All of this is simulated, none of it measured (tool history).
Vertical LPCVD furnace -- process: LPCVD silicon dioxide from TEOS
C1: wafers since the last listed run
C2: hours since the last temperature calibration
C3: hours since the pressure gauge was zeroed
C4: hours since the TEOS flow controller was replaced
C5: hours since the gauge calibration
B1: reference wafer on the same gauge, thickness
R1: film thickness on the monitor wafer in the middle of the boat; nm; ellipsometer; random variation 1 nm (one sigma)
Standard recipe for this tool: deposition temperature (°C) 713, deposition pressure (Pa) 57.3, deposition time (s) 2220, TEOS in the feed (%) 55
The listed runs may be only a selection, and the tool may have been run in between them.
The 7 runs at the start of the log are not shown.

Run 8, hour 499.5: usual settings; C1 1697; C2 4516.7; C3 4116.7; C4 3981.4; C5 2079.5; B1 417.09. Result: R1 396.32 nm.
At hour 618.7: thermocouples replaced and temperature profile calibrated.
Run 9, hour 619.2: usual settings; C1 2253; C2 0.5; C3 4236.4; C4 4101.1; C5 2199.2; B1 416.81. Result: R1 381.93 nm.
Run 10, hour 690: usual settings; C1 1667; C2 71.3; C3 4307.2; C4 4171.9; C5 2270; B1 417.2. Result: R1 379.95 nm.
Run 11, hour 727.2: usual settings; C1 876; C2 108.5; C3 4344.4; C4 4209.1; C5 2307.2; B1 417.08. Result: R1 380.01 nm.
Run 12, hour 776.9: usual settings; C1 1170; C2 158.2; C3 4394.1; C4 4258.8; C5 2356.9; B1 416.64. Result: R1 380.11 nm.
Run 13, hour 822.9: usual settings but deposition time (s) 1770; C1 1083; C2 204.2; C3 4440.1; C4 4304.8; C5 2402.9; B1 417.04. Result: R1 303.69 nm.
At hour 907.3: gauge calibrated.
Run 14, hour 909.4: usual settings but TEOS in the feed (%) 48; C1 2037; C2 290.7; C3 4526.6; C4 4391.3; C5 2.1; B1 416.71. Result: R1 356.79 nm.
Run 15, hour 949.5: usual settings but deposition temperature (°C) 702; C1 944; C2 330.8; C3 4566.7; C4 4431.4; C5 42.2; B1 416.58. Result: R1 295.05 nm.
Run 16, hour 1000.6: usual settings but deposition temperature (°C) 720, deposition time (s) 3090; C1 1203; C2 381.9; C3 4617.8; C4 4482.5; C5 93.3; B1 416.89. Result: R1 619.38 nm.
At hour 1066.6: TEOS flow controller replaced.
Run 17, hour 1104: usual settings; C1 1869; C2 485.3; C3 4721.2; C4 37.4; C5 196.7; B1 416.86. Result: R1 380 nm.
Run 18, hour 1251.6: usual settings; C1 3476; C2 632.9; C3 4868.8; C4 185; C5 344.3; B1 417.09. Result: R1 379.96 nm.
At hour 1349.4: pressure gauge zeroed.
Run 19, hour 1349.9: usual settings but deposition pressure (Pa) 62.7, TEOS in the feed (%) 62; C1 1749; C2 731.2; C3 0.5; C4 283.3; C5 442.6; B1 416.96. Result: R1 433.55 nm.
Run 20, hour 1446.1: usual settings but deposition temperature (°C) 703, deposition pressure (Pa) 51.3, deposition time (s) 2550; C1 2265; C2 827.4; C3 96.7; C4 379.5; C5 538.8; B1 416.7. Result: R1 336.41 nm.
Run 21, hour 1537.4: usual settings but deposition time (s) 1890; C1 2150; C2 918.7; C3 188; C4 470.8; C5 630.1; B1 417.27. Result: R1 331.99 nm.
Run 22, hour 1605.8: usual settings but deposition temperature (°C) 724, deposition pressure (Pa) 52.7, deposition time (s) 1410; C1 1610; C2 987.1; C3 256.4; C4 539.2; C5 698.5; B1 416.84. Result: R1 301.8 nm.
Run 23, hour 1709.1: usual settings but deposition temperature (°C) 702, deposition time (s) 1920, TEOS in the feed (%) 47; C1 2432; C2 1090.4; C3 359.7; C4 642.5; C5 801.8; B1 417.32. Result: R1 240.29 nm.
Run 24, hour 1930.4: usual settings but deposition temperature (°C) 725, deposition pressure (Pa) 71.3, deposition time (s) 3090; C1 5211; C2 1311.7; C3 581; C4 863.8; C5 1023.1; B1 416.88. Result: R1 790.32 nm.
Run 25, hour 1994.3: usual settings; C1 1504; C2 1375.6; C3 644.9; C4 927.7; C5 1087; B1 417.1. Result: R1 387.31 nm.
Run 26, hour 2034.2: usual settings; C1 939; C2 1415.5; C3 684.8; C4 967.6; C5 1126.9; B1 416.78. Result: R1 387.72 nm.
Run 27, hour 2095.3: usual settings but TEOS in the feed (%) 45; C1 1438; C2 1476.6; C3 745.9; C4 1028.7; C5 1188; B1 417.07. Result: R1 350.66 nm.
Run 28, hour 2153.1: usual settings but TEOS in the feed (%) 58; C1 1361; C2 1534.4; C3 803.7; C4 1086.5; C5 1245.8; B1 416.82. Result: R1 397.74 nm.
Run 29, hour 2250.9: usual settings but deposition time (s) 3090; C1 2303; C2 1632.2; C3 901.5; C4 1184.3; C5 1343.6; B1 416.73. Result: R1 541.2 nm.
Run 30, hour 2330.8: usual settings but TEOS in the feed (%) 51; C1 1881; C2 1712.1; C3 981.4; C4 1264.2; C5 1423.5; B1 417.02. Result: R1 373.8 nm.

Here are 5 independent what-if runs from the current tool condition. What would each one return?
Run A, hour 2334.3: usual settings but TEOS in the feed (%) 63; C1 82; C2 1715.6; C3 984.9; C4 1267.7; C5 1427; B1 ?. Result: R1 ?.
Run B, hour 2334.3: usual settings but TEOS in the feed (%) 52; C1 82; C2 1715.6; C3 984.9; C4 1267.7; C5 1427; B1 ?. Result: R1 ?.
Run C, hour 2334.3: usual settings but deposition pressure (Pa) 67.3, deposition time (s) 1560; C1 82; C2 1715.6; C3 984.9; C4 1267.7; C5 1427; B1 ?. Result: R1 ?.
Run D, hour 2334.3: usual settings but deposition temperature (°C) 718, deposition time (s) 1710; C1 82; C2 1715.6; C3 984.9; C4 1267.7; C5 1427; B1 ?. Result: R1 ?.
Run E, hour 2334.3: usual settings but deposition temperature (°C) 704; C1 82; C2 1715.6; C3 984.9; C4 1267.7; C5 1427; B1 ?. Result: R1 ?.

run      B1      R1
  A  416.88  415.13
  B  416.88  377.15
  C  416.88  295.77
  D  416.88  334.37
  E  416.88   315.8
Without the tool's hidden state the same runs would have given:
run      R1
  A  416.36
  B  378.27
  C  296.25
  D  335.38
  E   316.7
